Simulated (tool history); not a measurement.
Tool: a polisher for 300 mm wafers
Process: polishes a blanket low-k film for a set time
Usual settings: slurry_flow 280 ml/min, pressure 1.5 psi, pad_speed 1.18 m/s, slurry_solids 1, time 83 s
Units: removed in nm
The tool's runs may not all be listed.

run   hour  slurry_flow  pressure  pad_speed  slurry_solids  time  wafers since the last listed run  wafers polished on this pad  hours since the slurry nozzle was cleaned  hours since the head pressure was calibrated  hours since the slurry blender was calibrated  hours since the conditioning disc was replaced  incoming thickness of the incoming film, nm  removed
  1      0          280       1.5       1.18              1    83                                 0                          836                                        390                                           528                                          127.8                                            90.9                                          791     29.1
  2   12.4          280       1.5       1.18              1    83                               139                          976                                      402.4                                         540.4                                          140.2                                           103.3                                        783.7       29
  3   48.1          280       1.5       1.18              1    83                               402                         1378                                      438.1                                         576.1                                          175.9                                             139                                        785.1     29.1
      69.7  -- head pressure recalibrated
  4   83.2          280       1.5       1.18              1    83                               373                         1751                                      473.2                                          13.5                                            211                                           174.1                                        796.1     28.9
     111.8  -- worn pad replaced by a new one
  5  112.3          280       1.5       1.18              1    83                               282                            5                                      502.3                                          42.6                                          240.1                                           203.2                                        797.7     28.7
     125.4  -- conditioning disc replaced and pad reconditioned
  6  125.9          280       1.5       1.18              1    83                               130                          136                                      515.9                                          56.2                                          253.7                                             0.5                                        783.8     28.6
  7  148.6          280       1.5       1.18              1    83                               255                          392                                      538.6                                          78.9                                          276.4                                            23.2                                        792.6     28.9
  8  182.4          280       1.5       1.18              1    83                               380                          773                                      572.4                                         112.7                                          310.2                                              57                                        783.4     28.7
  9  201.1          280       1.5       1.18              1    83                               210                          983                                      591.1                                         131.4                                          328.9                                            75.7                                        780.9     28.5
     212.3  -- slurry blender recalibrated
 10  232.9          280       1.2       1.18              1    72                               335                         1319                                      622.9                                         163.2                                           20.6                                           107.5                                          779     20.3
 11  268.1          210       1.1       1.18              1    83                               396                         1716                                      658.1                                         198.4                                           55.8                                           142.7                                        787.1     20.6
       281  -- worn pad replaced by a new one
 12  291.2          280       1.6       1.18              1    83                               215                          114                                      681.2                                         221.5                                           78.9                                           165.8                                        795.1     29.6
     305.3  -- conditioning disc replaced and pad reconditioned
 13  314.8          280       1.5       1.36           0.75    96                               243                          358                                      704.8                                         245.1                                          102.5                                             9.5                                        783.6     32.9
 14  327.1          280       1.5       1.18              1    83                               138                          496                                      717.1                                         257.4                                          114.8                                            21.8                                        791.2     27.8
     370.2  -- slurry nozzle cleaned
 15  425.1          280       1.5       1.18            1.2    63                              1093                         1590                                       54.9                                         355.4                                          212.8                                           119.8                                        787.7     23.1
 16  450.1          335       1.5       0.76              1   103                               281                         1871                                       79.9                                         380.4                                          237.8                                           144.8                                        784.1     28.3
     467.6  -- worn pad replaced by a new one
 17  473.9          335       1.9          1              1   101                               223                           70                                      103.7                                         404.2                                          261.6                                           168.6                                        777.4     40.4
 18    502          280       1.5       1.18              1    83                               316                          387                                      131.8                                         432.3                                          289.7                                           196.7                                        792.6     28.8
     523.6  -- conditioning disc replaced and pad reconditioned
 19  532.3          280       1.5       1.18           1.25   101                               318                          706                                      162.1                                         462.6                                            320                                             8.7                                        782.5       38
       538  -- slurry blender recalibrated
 20  561.1          280       1.2       1.18              1    83                               302                         1008                                      190.9                                         491.4                                           23.1                                            37.5                                        793.2     24.6
 21  578.5          355       1.5       1.18              1    83                               196                         1204                                      208.3                                         508.8                                           40.5                                            54.9                                        795.5     29.7
 22  607.9          280       1.7       1.18            0.9    68                               331                         1536                                      237.7                                         538.2                                           69.9                                            84.3                                        789.5     25.7
     621.1  -- head pressure recalibrated
 23  636.6          320       1.3        1.4              1    74                               300                         1836                                      266.4                                          15.5                                           98.6                                             113                                        790.3     25.8
 24  653.2          280       1.5       1.18            0.9    83                               187                         2024                                        283                                          32.1                                          115.2                                           129.6                                        802.9     28.4
     690.2  -- worn pad replaced by a new one
 25  690.7          280       1.5       1.18            0.9    83                               377                            5                                      320.5                                          69.6                                          152.7                                           167.1                                          790     28.8
     708.2  -- conditioning disc replaced and pad reconditioned
 26  722.1          280       1.1       0.94              1    83                               331                          336                                      351.9                                           101                                          184.1                                            13.9                                          791     19.3

The same runs without the tool's hidden state, with the same run-to-run variation:
The hidden state here: removal rate lost through wear of the pad, %; slurry flow missing at the pad, %; deviation of the head's pressure from its setpoint, %; abrasive missing from the slurry, %; time polished since the conditioner stopped cutting, s.
run  removed
  1     29.4
  2     29.3
  3     29.6
  4     29.4
  5     29.3
  6     29.2
  7     29.6
  8     29.6
  9     29.4
 10       21
 11     21.8
 12     30.9
 13     34.6
 14     29.4
 15     23.2
 16     28.3
 17     40.4
 18     28.9
 19     38.1
 20     24.7
 21     29.8
 22     25.9
 23       26
 24     28.6
 25     29.1
 26     19.5

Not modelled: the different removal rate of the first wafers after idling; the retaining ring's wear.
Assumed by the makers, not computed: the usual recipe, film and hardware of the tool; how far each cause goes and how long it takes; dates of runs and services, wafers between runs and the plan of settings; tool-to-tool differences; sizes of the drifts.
